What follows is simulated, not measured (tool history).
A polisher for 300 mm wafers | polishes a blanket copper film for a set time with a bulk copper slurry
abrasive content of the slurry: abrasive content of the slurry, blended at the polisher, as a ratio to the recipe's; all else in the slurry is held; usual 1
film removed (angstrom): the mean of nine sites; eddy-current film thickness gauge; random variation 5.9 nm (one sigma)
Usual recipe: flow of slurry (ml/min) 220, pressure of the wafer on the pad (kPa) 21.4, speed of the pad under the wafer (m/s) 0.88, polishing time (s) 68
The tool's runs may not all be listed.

run,hour,flow of slurry (ml/min),pressure of the wafer on the pad (kPa),speed of the pad under the wafer (m/s),abrasive content of the slurry,polishing time (s),wafers since the last listed run,wafers polished on this pad,hours since the slurry nozzle was cleaned,hours since the head pressure was calibrated,hours since the slurry blender was calibrated,"incoming thickness of the incoming film, nm",film removed (angstrom)
1,0,220,18.6,0.88,1,61,0,1858,663.4,581.3,218.1,2890,4005
# hour 44.8: slurry blender recalibrated
# hour 49.4: worn pad replaced by a new one
2,97.7,220,21.4,0.88,1,68,664,350,761.1,679,52.9,2920,5051
# hour 119.2: slurry nozzle cleaned
3,183.8,220,21.4,0.88,1.2,68,617,967,64.6,765.1,139,2941.4,5398
4,270.3,220,21.4,0.88,1.2,68,627,1594,151.1,851.6,225.5,2885.2,5415
5,353.1,220,21.4,0.88,1,68,600,2195,233.9,934.4,308.3,2904.6,5297
# hour 357.3: slurry blender recalibrated
# hour 391.7: worn pad replaced by a new one
6,447.6,220,21.4,0.88,1,68,641,405,328.4,1028.9,90.3,2931.6,5244
7,523.8,220,21.4,0.88,1,81,552,958,404.6,1105.1,166.5,2912.4,6170
8,581.9,220,21.4,0.88,1,81,421,1379,462.7,1163.2,224.6,2859.1,6254
# hour 611.4: head pressure recalibrated
9,618.6,220,21.4,0.88,1,81,251,1631,499.4,7.2,261.3,2957.7,6085
# hour 639: slurry blender recalibrated
# hour 678.9: worn pad replaced by a new one
10,710.9,220,21.4,0.88,1,81,625,232,591.7,99.5,71.9,2924.5,6208
# hour 724.8: slurry nozzle cleaned
11,766,195,21.4,0.88,0.75,68,392,624,41.2,154.6,127,2954.8,4961
12,853.3,220,21.4,0.88,1,68,633,1257,128.5,241.9,214.3,2934.6,5139
# hour 908.1: slurry blender recalibrated
# hour 948.3: worn pad replaced by a new one, of another model than before
13,958.5,220,26.9,0.88,1.2,68,719,74,233.7,347.1,50.4,2899.3,6427
# hour 1167: slurry blender recalibrated
# hour 1210.5: worn pad replaced by a new one
14,1211,220,15.2,0.88,1,51,1787,3,486.2,599.6,44,2940.4,3187
15,1279.9,220,21.4,0.88,0.75,57,499,503,555.1,668.5,112.9,2935.9,4203
16,1331,285,21.4,0.88,1,68,370,874,606.2,719.6,164,2891.1,5205
# hour 1398: slurry nozzle cleaned
17,1398.5,290,21.4,0.88,1.15,68,482,1356,0.5,787.1,231.5,2955.5,5492
18,1463.3,220,21.4,1.12,1,68,469,1826,65.3,851.9,296.3,2916.6,6198
# hour 1470.2: slurry blender recalibrated
# hour 1486.1: worn pad replaced by a new one
19,1518.5,220,16.5,1,0.85,68,356,234,120.5,907.1,48.3,2960.1,4807

Below are 4 alternative next runs, each starting from the tool's condition after run 19. Predict each:
A,1518.9,220,21.4,0.88,1,68,2,237,120.9,907.5,48.7,2926.4,?
B,1518.9,220,21.4,1.12,1,92,2,237,120.9,907.5,48.7,2926.4,?
C,1518.9,220,21.4,0.66,1,60,2,237,120.9,907.5,48.7,2926.4,?
D,1518.9,150,21.4,0.64,1,52,2,237,120.9,907.5,48.7,2926.4,?

run,film removed (angstrom)
A,5255
B,8435
C,3845
D,3225
Take away the tool's hidden state, keep each run's random variation, and the runs would have read:
run,film removed (angstrom)
A,5273
B,8463
C,3858
D,3237

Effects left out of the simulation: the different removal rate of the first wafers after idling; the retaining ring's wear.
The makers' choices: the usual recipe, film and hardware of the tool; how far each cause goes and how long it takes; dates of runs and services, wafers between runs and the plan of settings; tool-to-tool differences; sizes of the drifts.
